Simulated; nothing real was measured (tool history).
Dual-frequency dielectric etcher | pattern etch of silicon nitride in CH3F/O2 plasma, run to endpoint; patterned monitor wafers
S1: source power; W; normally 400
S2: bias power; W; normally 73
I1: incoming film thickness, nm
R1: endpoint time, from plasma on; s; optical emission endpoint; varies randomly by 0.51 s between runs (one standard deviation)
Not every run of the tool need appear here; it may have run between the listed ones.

run 1 hour=0.0 | S1=400 S2=73 | I1=81.5 | R1=99.4
run 2 hour=78.4 | S1=400 S2=73 | I1=81.7 | R1=99.3
run 3 hour=135.6 | S1=400 S2=73 | I1=81.5 | R1=99.4
run 4 hour=184.2 | S1=450 S2=73 | I1=82.8 | R1=93.9
run 5 hour=240.1 | S1=400 S2=73 | I1=82.1 | R1=98.2
run 6 hour=331.3 | S1=400 S2=73 | I1=81.2 | R1=96.5
-- hour=373.3 source power generator calibrated
-- hour=383.2 wet clean of the chamber
-- hour=430.7 upper electrode replaced
run 7 hour=431.2 | S1=400 S2=73 | I1=81.0 | R1=101.2
run 8 hour=480.3 | S1=370 S2=73 | I1=82.1 | R1=104.8
run 9 hour=518.7 | S1=440 S2=91 | I1=82.7 | R1=89.9
run 10 hour=610.6 | S1=400 S2=89 | I1=82.4 | R1=93.5
run 11 hour=708.2 | S1=400 S2=73 | I1=82.6 | R1=99.3
-- hour=789.1 bias power generator calibrated
run 12 hour=813.2 | S1=400 S2=73 | I1=82.3 | R1=98.3
run 13 hour=880.0 | S1=480 S2=66 | I1=82.3 | R1=93.6
-- hour=916.6 wet clean of the chamber
run 14 hour=934.9 | S1=430 S2=81 | I1=81.8 | R1=93.5
run 15 hour=1039.6 | S1=330 S2=64 | I1=81.4 | R1=113.7
run 16 hour=1103.5 | S1=400 S2=73 | I1=82.8 | R1=99.7
run 17 hour=1157.3 | S1=350 S2=68 | I1=82.4 | R1=108.7

Branching from run 17: 5 alternative next runs. What would each branch give?
run A hour=1157.8 | S1=350 S2=73 | I1=82.1 | R1=?
run B hour=1157.8 | S1=330 S2=87 | I1=82.1 | R1=?
run C hour=1157.8 | S1=440 S2=64 | I1=82.1 | R1=?
run D hour=1157.8 | S1=340 S2=81 | I1=82.1 | R1=?
run E hour=1157.8 | S1=470 S2=65 | I1=82.1 | R1=?

run=A R1=105.3
run=B R1=101.3
run=C R1=99.4
run=D R1=102.7
run=E R1=95.9
The same runs, with their run-to-run variation unchanged, on a tool lacking any hidden condition would have given:
run=A R1=108.4
run=B R1=104.2
run=C R1=102.2
run=D R1=105.6
run=E R1=98.7
